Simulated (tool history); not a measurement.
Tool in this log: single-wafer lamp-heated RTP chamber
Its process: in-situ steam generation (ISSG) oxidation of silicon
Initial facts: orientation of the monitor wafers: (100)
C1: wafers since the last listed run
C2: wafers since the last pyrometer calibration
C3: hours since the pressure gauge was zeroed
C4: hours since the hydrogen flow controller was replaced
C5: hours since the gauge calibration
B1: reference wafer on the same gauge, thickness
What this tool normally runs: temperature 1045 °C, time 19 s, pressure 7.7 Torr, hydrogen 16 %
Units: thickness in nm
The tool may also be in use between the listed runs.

{"run": 1, "hour": 0.0, "temperature": 1045, "time": 19, "pressure": 7.7, "hydrogen": 16, "C1": 0, "C2": 1168, "C3": 4133.3, "C4": 4969.2, "C5": 844.2, "B1": 4.553, "thickness": 5.424}
{"run": 2, "hour": 31.0, "temperature": 1045, "time": 19, "pressure": 7.7, "hydrogen": 16, "C1": 312, "C2": 1480, "C3": 4164.3, "C4": 5000.2, "C5": 875.2, "B1": 4.553, "thickness": 5.408}
{"hour": 85.6, "done": "pyrometer window cleaned and pyrometer calibrated"}
{"run": 3, "hour": 91.5, "temperature": 1039, "time": 19, "pressure": 7.7, "hydrogen": 16, "C1": 529, "C2": 59, "C3": 4224.8, "C4": 5060.7, "C5": 935.7, "B1": 4.55, "thickness": 5.164}
{"run": 4, "hour": 115.9, "temperature": 1039, "time": 19, "pressure": 7.7, "hydrogen": 16, "C1": 246, "C2": 305, "C3": 4249.2, "C4": 5085.1, "C5": 960.1, "B1": 4.551, "thickness": 5.197}
{"run": 5, "hour": 133.7, "temperature": 1039, "time": 19, "pressure": 7.7, "hydrogen": 16, "C1": 179, "C2": 485, "C3": 4267.0, "C4": 5102.9, "C5": 977.9, "B1": 4.554, "thickness": 5.17}
{"run": 6, "hour": 163.2, "temperature": 1045, "time": 14, "pressure": 8.2, "hydrogen": 16, "C1": 297, "C2": 782, "C3": 4296.5, "C4": 5132.4, "C5": 1007.4, "B1": 4.556, "thickness": 4.555}
{"hour": 172.1, "done": "gauge calibrated"}
{"run": 7, "hour": 198.3, "temperature": 1045, "time": 14, "pressure": 8.2, "hydrogen": 16, "C1": 353, "C2": 1136, "C3": 4331.6, "C4": 5167.5, "C5": 26.2, "B1": 4.553, "thickness": 4.618}
{"run": 8, "hour": 227.6, "temperature": 1045, "time": 19, "pressure": 8.9, "hydrogen": 16, "C1": 295, "C2": 1432, "C3": 4360.9, "C4": 5196.8, "C5": 55.5, "B1": 4.549, "thickness": 5.389}
{"run": 9, "hour": 262.0, "temperature": 1045, "time": 19, "pressure": 8.9, "hydrogen": 16, "C1": 346, "C2": 1778, "C3": 4395.3, "C4": 5231.2, "C5": 89.9, "B1": 4.549, "thickness": 5.482}
{"hour": 285.6, "done": "pyrometer window cleaned and pyrometer calibrated"}
{"run": 10, "hour": 286.1, "temperature": 1045, "time": 21, "pressure": 7.7, "hydrogen": 16, "C1": 162, "C2": 4, "C3": 4419.4, "C4": 5255.3, "C5": 114.0, "B1": 4.554, "thickness": 5.626}
{"run": 11, "hour": 299.2, "temperature": 1045, "time": 21, "pressure": 7.7, "hydrogen": 16, "C1": 132, "C2": 137, "C3": 4432.5, "C4": 5268.4, "C5": 127.1, "B1": 4.553, "thickness": 5.618}
{"run": 12, "hour": 311.7, "temperature": 1055, "time": 19, "pressure": 7.0, "hydrogen": 25, "C1": 126, "C2": 263, "C3": 4445.0, "C4": 5280.9, "C5": 139.6, "B1": 4.552, "thickness": 6.271}
{"run": 13, "hour": 341.7, "temperature": 1045, "time": 19, "pressure": 7.7, "hydrogen": 16, "C1": 302, "C2": 565, "C3": 4475.0, "C4": 5310.9, "C5": 169.6, "B1": 4.548, "thickness": 5.362}
{"hour": 360.7, "done": "hydrogen flow controller replaced"}
{"run": 14, "hour": 371.8, "temperature": 1045, "time": 19, "pressure": 7.7, "hydrogen": 16, "C1": 222, "C2": 788, "C3": 4505.1, "C4": 11.1, "C5": 199.7, "B1": 4.547, "thickness": 5.389}
{"run": 15, "hour": 384.9, "temperature": 1065, "time": 15, "pressure": 7.2, "hydrogen": 25, "C1": 132, "C2": 920, "C3": 4518.2, "C4": 24.2, "C5": 212.8, "B1": 4.549, "thickness": 5.959}
{"run": 16, "hour": 419.7, "temperature": 1062, "time": 15, "pressure": 8.9, "hydrogen": 19, "C1": 350, "C2": 1271, "C3": 4553.0, "C4": 59.0, "C5": 247.6, "B1": 4.549, "thickness": 5.443}
{"run": 17, "hour": 451.8, "temperature": 1045, "time": 19, "pressure": 7.7, "hydrogen": 16, "C1": 323, "C2": 1595, "C3": 4585.1, "C4": 91.1, "C5": 279.7, "B1": 4.553, "thickness": 5.407}
{"run": 18, "hour": 476.4, "temperature": 1045, "time": 15, "pressure": 7.7, "hydrogen": 11, "C1": 248, "C2": 1843, "C3": 4609.7, "C4": 115.7, "C5": 304.3, "B1": 4.548, "thickness": 4.437}
{"run": 19, "hour": 497.1, "temperature": 1031, "time": 23, "pressure": 9.1, "hydrogen": 20, "C1": 208, "C2": 2051, "C3": 4630.4, "C4": 136.4, "C5": 325.0, "B1": 4.551, "thickness": 5.852}
{"run": 20, "hour": 519.2, "temperature": 1037, "time": 19, "pressure": 9.0, "hydrogen": 25, "C1": 222, "C2": 2274, "C3": 4652.5, "C4": 158.5, "C5": 347.1, "B1": 4.554, "thickness": 5.833}
{"hour": 529.0, "done": "pyrometer window cleaned and pyrometer calibrated"}
{"run": 21, "hour": 531.9, "temperature": 1045, "time": 19, "pressure": 7.0, "hydrogen": 13, "C1": 47, "C2": 29, "C3": 4665.2, "C4": 171.2, "C5": 359.8, "B1": 4.55, "thickness": 5.059}
{"hour": 546.6, "done": "pressure gauge zeroed"}
{"run": 22, "hour": 567.3, "temperature": 1051, "time": 19, "pressure": 7.7, "hydrogen": 16, "C1": 276, "C2": 305, "C3": 20.7, "C4": 206.6, "C5": 395.2, "B1": 4.551, "thickness": 5.539}
{"run": 23, "hour": 587.2, "temperature": 1045, "time": 19, "pressure": 7.7, "hydrogen": 16, "C1": 200, "C2": 506, "C3": 40.6, "C4": 226.5, "C5": 415.1, "B1": 4.552, "thickness": 5.375}
{"run": 24, "hour": 618.8, "temperature": 1037, "time": 19, "pressure": 9.0, "hydrogen": 25, "C1": 318, "C2": 825, "C3": 72.2, "C4": 258.1, "C5": 446.7, "B1": 4.544, "thickness": 5.691}
{"run": 25, "hour": 647.2, "temperature": 1045, "time": 19, "pressure": 7.7, "hydrogen": 16, "C1": 286, "C2": 1111, "C3": 100.6, "C4": 286.5, "C5": 475.1, "B1": 4.551, "thickness": 5.389}
{"run": 26, "hour": 672.4, "temperature": 1040, "time": 22, "pressure": 7.7, "hydrogen": 16, "C1": 254, "C2": 1365, "C3": 125.8, "C4": 311.7, "C5": 500.3, "B1": 4.548, "thickness": 5.698}
{"run": 27, "hour": 703.6, "temperature": 1045, "time": 25, "pressure": 7.7, "hydrogen": 16, "C1": 314, "C2": 1680, "C3": 157.0, "C4": 342.9, "C5": 531.5, "B1": 4.547, "thickness": 6.286}
{"hour": 725.2, "done": "pyrometer window cleaned and pyrometer calibrated"}
{"run": 28, "hour": 733.3, "temperature": 1045, "time": 19, "pressure": 7.7, "hydrogen": 13, "C1": 218, "C2": 82, "C3": 186.7, "C4": 372.6, "C5": 561.2, "B1": 4.549, "thickness": 5.109}
{"run": 29, "hour": 780.2, "temperature": 1054, "time": 19, "pressure": 7.7, "hydrogen": 16, "C1": 472, "C2": 554, "C3": 233.6, "C4": 419.5, "C5": 608.1, "B1": 4.55, "thickness": 5.621}
{"run": 30, "hour": 809.8, "temperature": 1045, "time": 19, "pressure": 7.7, "hydrogen": 16, "C1": 298, "C2": 853, "C3": 263.2, "C4": 449.1, "C5": 637.7, "B1": 4.552, "thickness": 5.357}
{"run": 31, "hour": 837.0, "temperature": 1057, "time": 19, "pressure": 7.7, "hydrogen": 16, "C1": 274, "C2": 1127, "C3": 290.4, "C4": 476.3, "C5": 664.9, "B1": 4.553, "thickness": 5.74}

What differs in the tool's unlogged condition from the final listed run ahead of each entry between runs to the first listed run following it?
Logged between run 2 and run 3: pyrometer window cleaned and pyrometer calibrated (hour 85.6)
  true wafer temperature minus pyrometer reading, K: 2.78 -> 0.0608
  measured minus no-state result, thickness: +0.079 -> +0.002 nm
Logged between run 6 and run 7: gauge calibrated (hour 172.1)
  true wafer temperature minus pyrometer reading, K: 0.75 -> 1.52
  measured minus no-state result, thickness: +0.017 -> +0.034 nm
Logged between run 9 and run 10: pyrometer window cleaned and pyrometer calibrated (hour 285.6)
  true wafer temperature minus pyrometer reading, K: 3.64 -> 0.289
  measured minus no-state result, thickness: +0.105 -> +0.008 nm
Logged between run 13 and run 14: hydrogen flow controller replaced (hour 360.7)
  true wafer temperature minus pyrometer reading, K: 0.652 -> 1.14
  measured minus no-state result, thickness: +0.018 -> +0.032 nm
Logged between run 20 and run 21: pyrometer window cleaned and pyrometer calibrated (hour 529.0)
  true wafer temperature minus pyrometer reading, K: 6.57 -> 0.243
  measured minus no-state result, thickness: +0.192 -> +0.007 nm
Logged between run 21 and run 22: pressure gauge zeroed (hour 546.6)
  true wafer temperature minus pyrometer reading, K: 0.243 -> 0.411
  measured minus no-state result, thickness: +0.007 -> +0.013 nm
Logged between run 27 and run 28: pyrometer window cleaned and pyrometer calibrated (hour 725.2)
  true wafer temperature minus pyrometer reading, K: 3.75 -> 0.17
  measured minus no-state result, thickness: +0.130 -> +0.004 nm
